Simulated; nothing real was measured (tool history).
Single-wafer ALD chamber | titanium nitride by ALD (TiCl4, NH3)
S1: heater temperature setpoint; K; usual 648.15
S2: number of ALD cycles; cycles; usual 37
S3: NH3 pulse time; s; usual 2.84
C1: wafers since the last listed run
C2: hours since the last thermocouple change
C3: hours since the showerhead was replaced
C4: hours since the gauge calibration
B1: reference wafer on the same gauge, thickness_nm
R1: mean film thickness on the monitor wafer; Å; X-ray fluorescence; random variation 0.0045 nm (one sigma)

run 1 hour=0 | S1=648.15 S2=37 S3=2.84 | C1=0 C2=2194.8 C3=6291.9 C4=432.2 | B1=0.966 | R1=8.06
run 2 hour=32.2 | S1=648.15 S2=37 S3=2.84 | C1=156 C2=2227 C3=6324.1 C4=464.4 | B1=0.968 | R1=8.11
run 3 hour=84.2 | S1=648.15 S2=37 S3=2.84 | C1=252 C2=2279 C3=6376.1 C4=516.4 | B1=0.97 | R1=8.15
run 4 hour=118 | S1=648.15 S2=37 S3=2.84 | C1=164 C2=2312.8 C3=6409.9 C4=550.2 | B1=0.968 | R1=8.09
run 5 hour=145.8 | S1=648.15 S2=37 S3=2.84 | C1=134 C2=2340.6 C3=6437.7 C4=578 | B1=0.971 | R1=8.12
run 6 hour=169 | S1=648.15 S2=37 S3=2.84 | C1=112 C2=2363.8 C3=6460.9 C4=601.2 | B1=0.973 | R1=8.1
run 7 hour=184.6 | S1=648.15 S2=39 S3=2.84 | C1=75 C2=2379.4 C3=6476.5 C4=616.8 | B1=0.974 | R1=8.63
run 8 hour=205 | S1=648.15 S2=39 S3=2.84 | C1=98 C2=2399.8 C3=6496.9 C4=637.2 | B1=0.975 | R1=8.64
run 9 hour=232.7 | S1=638.15 S2=37 S3=2.84 | C1=134 C2=2427.5 C3=6524.6 C4=664.9 | B1=0.974 | R1=8.05
run 10 hour=255.8 | S1=648.15 S2=37 S3=2.84 | C1=112 C2=2450.6 C3=6547.7 C4=688 | B1=0.976 | R1=8.21
run 11 hour=290.1 | S1=648.15 S2=37 S3=2.84 | C1=166 C2=2484.9 C3=6582 C4=722.3 | B1=0.976 | R1=8.22
-- hour=298.2 gauge calibrated
run 12 hour=310.5 | S1=648.15 S2=37 S3=2.84 | C1=98 C2=2505.3 C3=6602.4 C4=12.3 | B1=0.952 | R1=7.99
run 13 hour=326.6 | S1=648.15 S2=37 S3=2.84 | C1=78 C2=2521.4 C3=6618.5 C4=28.4 | B1=0.952 | R1=7.95
run 14 hour=346.2 | S1=648.15 S2=42 S3=2.84 | C1=95 C2=2541 C3=6638.1 C4=48 | B1=0.951 | R1=9.03

Forecast run 15:
run 15 hour=366.6 | S1=658.15 S2=32 S3=3.3 | C1=98 C2=2561.4 C3=6658.5 C4=68.4 | B1=? | R1=?

B1: 0.953
R1: 6.98 Å
Without the tool's hidden state the same run would have given R1 6.96 Å.
